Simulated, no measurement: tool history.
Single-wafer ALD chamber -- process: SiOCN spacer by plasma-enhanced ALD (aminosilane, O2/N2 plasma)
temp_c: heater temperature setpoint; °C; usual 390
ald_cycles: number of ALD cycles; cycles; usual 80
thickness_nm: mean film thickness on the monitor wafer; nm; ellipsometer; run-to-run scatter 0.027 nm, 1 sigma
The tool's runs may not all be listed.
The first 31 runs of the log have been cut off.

run     day  temp_c  ald_cycles  wafers since the last listed run  hours since the last thermocouple change  hours since the gauge calibration  read-back reference wafer on the same gauge, thickness_nm  thickness_nm
 32   20.05     382          67                                32                                     170.2                              188.3                                                      4.344         4.556
 33  20.938     395          85                                49                                     191.5                              209.6                                                      4.351         5.706
 34  21.458     377          85                                28                                       204                              222.1                                                      4.352         5.754
 35  22.017     390          75                                30                                     217.4                              235.5                                                       4.34         5.042
 36  22.367     390          80                                19                                     225.8                              243.9                                                      4.357         5.405
 37  22.854     390          65                                26                                     237.5                              255.6                                                      4.344         4.407
 38  23.354     390          80                                27                                     249.5                              267.6                                                       4.35         5.414
 39  24.083     394          75                                40                                       267                              285.1                                                      4.356         5.111
 40  24.833     390          70                                41                                       285                              303.1                                                      4.352         4.734
 41  25.358     390          80                                29                                     297.6                              315.7                                                       4.35         5.404
 42  25.742     376          91                                21                                     306.8                              324.9                                                      4.346          6.19

Each row is a separate what-if for the run after 42, all from the same tool condition, not one after another. Results?
  A  25.767     390          80                                 1                                     307.4                              325.5                                                          ?             ?
  B  25.767     384          94                                 1                                     307.4                              325.5                                                          ?             ?
  C  25.767     405          68                                 1                                     307.4                              325.5                                                          ?             ?
  D  25.767     386          73                                 1                                     307.4                              325.5                                                          ?             ?
  E  25.767     376          69                                 1                                     307.4                              325.5                                                          ?             ?

run  read-back reference wafer on the same gauge, thickness_nm  thickness_nm
  A                                                      4.351         5.425
  B                                                      4.351         6.374
  C                                                      4.351         4.513
  D                                                      4.351          4.95
  E                                                      4.351         4.679
With no hidden state in the tool, these same runs would have given:
run  thickness_nm
  A         5.425
  B         6.374
  C         4.513
  D          4.95
  E         4.679

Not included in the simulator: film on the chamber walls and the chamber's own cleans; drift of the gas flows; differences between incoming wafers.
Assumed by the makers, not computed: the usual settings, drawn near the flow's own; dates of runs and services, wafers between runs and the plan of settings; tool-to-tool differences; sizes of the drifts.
